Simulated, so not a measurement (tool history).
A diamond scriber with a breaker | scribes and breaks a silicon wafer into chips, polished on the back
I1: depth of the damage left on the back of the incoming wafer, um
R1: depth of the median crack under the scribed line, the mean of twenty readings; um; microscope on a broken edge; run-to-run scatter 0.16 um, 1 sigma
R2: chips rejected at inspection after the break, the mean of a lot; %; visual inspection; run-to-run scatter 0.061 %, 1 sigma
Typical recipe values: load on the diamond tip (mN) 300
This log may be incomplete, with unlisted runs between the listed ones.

{"run": 1, "hour": 0.0, "load on the diamond tip (mN)": 240, "I1": 0.02, "R1": 7.25, "R2": 18.93}
{"run": 2, "hour": 36.0, "load on the diamond tip (mN)": 321, "I1": 0.02, "R1": 10.41, "R2": 3.23}
{"run": 3, "hour": 65.3, "load on the diamond tip (mN)": 321, "I1": 0.03, "R1": 9.89, "R2": 3.07}
{"run": 4, "hour": 124.3, "load on the diamond tip (mN)": 321, "I1": 0.04, "R1": 10.03, "R2": 2.98}
{"run": 5, "hour": 194.5, "load on the diamond tip (mN)": 300, "I1": 0.05, "R1": 9.71, "R2": 1.93}
{"run": 6, "hour": 226.2, "load on the diamond tip (mN)": 300, "I1": 0.04, "R1": 9.79, "R2": 1.91}
{"run": 7, "hour": 259.6, "load on the diamond tip (mN)": 335, "I1": 0.05, "R1": 10.9, "R2": 5.29}
{"run": 8, "hour": 305.3, "load on the diamond tip (mN)": 335, "I1": 0.04, "R1": 10.95, "R2": 5.08}
{"run": 9, "hour": 375.4, "load on the diamond tip (mN)": 300, "I1": 0.02, "R1": 9.38, "R2": 1.82}
{"run": 10, "hour": 441.1, "load on the diamond tip (mN)": 300, "I1": 0.01, "R1": 9.69, "R2": 1.88}
{"hour": 459.8, "done": "diamond tip replaced by a new one"}
{"run": 11, "hour": 467.4, "load on the diamond tip (mN)": 300, "I1": 0.02, "R1": 9.63, "R2": 1.82}
{"run": 12, "hour": 504.4, "load on the diamond tip (mN)": 300, "I1": 0.02, "R1": 9.7, "R2": 1.87}
{"run": 13, "hour": 545.3, "load on the diamond tip (mN)": 323, "I1": 0.03, "R1": 10.27, "R2": 3.41}
{"run": 14, "hour": 596.2, "load on the diamond tip (mN)": 274, "I1": 0.01, "R1": 8.69, "R2": 4.3}
{"hour": 602.8, "done": "load on the tip recalibrated"}
{"run": 15, "hour": 648.6, "load on the diamond tip (mN)": 358, "I1": 0.04, "R1": 11.83, "R2": 9.55}
{"run": 16, "hour": 692.8, "load on the diamond tip (mN)": 300, "I1": 0.02, "R1": 9.4, "R2": 1.89}
{"run": 17, "hour": 736.9, "load on the diamond tip (mN)": 343, "I1": 0.04, "R1": 10.95, "R2": 6.64}
{"run": 18, "hour": 772.8, "load on the diamond tip (mN)": 386, "I1": 0.03, "R1": 12.45, "R2": 16.96}

Predict the results of run 19:
{"run": 19, "hour": 836.6, "load on the diamond tip (mN)": 243, "I1": 0.04, "R1": "?", "R2": "?"}

R1: 7.26 um
R2: 16.68 %
Minus the tool's unlogged condition, the same run would have read R1 7.26 um, R2 16.68 %.

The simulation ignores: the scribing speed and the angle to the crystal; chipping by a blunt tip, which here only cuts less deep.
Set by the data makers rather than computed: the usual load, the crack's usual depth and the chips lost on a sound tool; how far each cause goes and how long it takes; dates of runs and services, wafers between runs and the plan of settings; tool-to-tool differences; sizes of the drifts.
